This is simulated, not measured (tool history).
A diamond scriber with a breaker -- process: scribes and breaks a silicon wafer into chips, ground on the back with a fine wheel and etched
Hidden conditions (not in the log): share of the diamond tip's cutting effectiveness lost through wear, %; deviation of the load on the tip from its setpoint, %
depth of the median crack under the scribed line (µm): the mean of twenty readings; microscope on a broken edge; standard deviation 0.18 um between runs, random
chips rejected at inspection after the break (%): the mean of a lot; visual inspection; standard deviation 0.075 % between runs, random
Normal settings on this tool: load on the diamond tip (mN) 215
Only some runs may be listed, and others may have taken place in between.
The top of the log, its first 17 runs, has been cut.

run	hour	load on the diamond tip (mN)	wafers since the last listed run	hours since the diamond tip was replaced	hours since the load on the tip was calibrated	incoming depth of the damage left on the back of the incoming wafer, um	depth of the median crack under the scribed line (µm)	chips rejected at inspection after the break (%)
18	244.4	166	38	1035.9	56.6	0.62	8.45	4.77
19	250.8	166	13	1042.3	63	0.3	8.35	4.92
20	261.2	215	22	1052.7	73.4	0.47	9.99	1.34
21	274	215	27	1065.5	86.2	0.53	10.08	1.23
22	284.5	157	22	1076	96.7	0.57	8.26	6.63
23	293.9	243	20	1085.4	106.1	0.76	10.96	1.88
24	305	185	24	1096.5	117.2	0.7	8.99	2.3
25	312.3	215	15	1103.8	124.5	0.44	9.7	1.21
26	323.9	166	25	1115.4	136.1	0.45	8.51	4.46
27	332.7	215	19	1124.2	144.9	0.5	9.62	1.35
28	346.2	215	29	1137.7	158.4	0.58	9.64	1.24
29	355.5	237	20	1147	167.7	0.78	10.49	1.66
30	363.8	254	18	1155.3	176	0.6	10.61	2.69
31	372.6	158	19	1164.1	184.8	0.77	8.23	6.19
32	380.8	193	17	1172.3	193	0.6	9.37	2.1
# hour 397.5: diamond tip replaced by a new one
33	430.6	164	104	33.1	242.8	0.33	8.19	5.83
34	437.3	215	14	39.8	249.5	0.52	9.89	1.2
35	449.5	276	26	52	261.7	0.57	11.59	4.09
36	466.3	215	36	68.8	278.5	0.75	9.84	1.25
37	472.3	179	13	74.8	284.5	0.46	8.84	3.31
38	480.9	215	18	83.4	293.1	0.31	9.91	1.35
39	498.3	198	37	100.8	310.5	0.46	9.44	1.9
40	505.5	246	15	108	317.7	0.44	10.44	1.83

Predict the results of run 41:
41	511.9	277	13	114.4	324.1	0.35	?	?

depth of the median crack under the scribed line (µm): 11.42
chips rejected at inspection after the break (%): 4.01
With no hidden state in the tool, this same run would have given depth of the median crack under the scribed line (µm) 11.61, chips rejected at inspection after the break (%) 4.75.
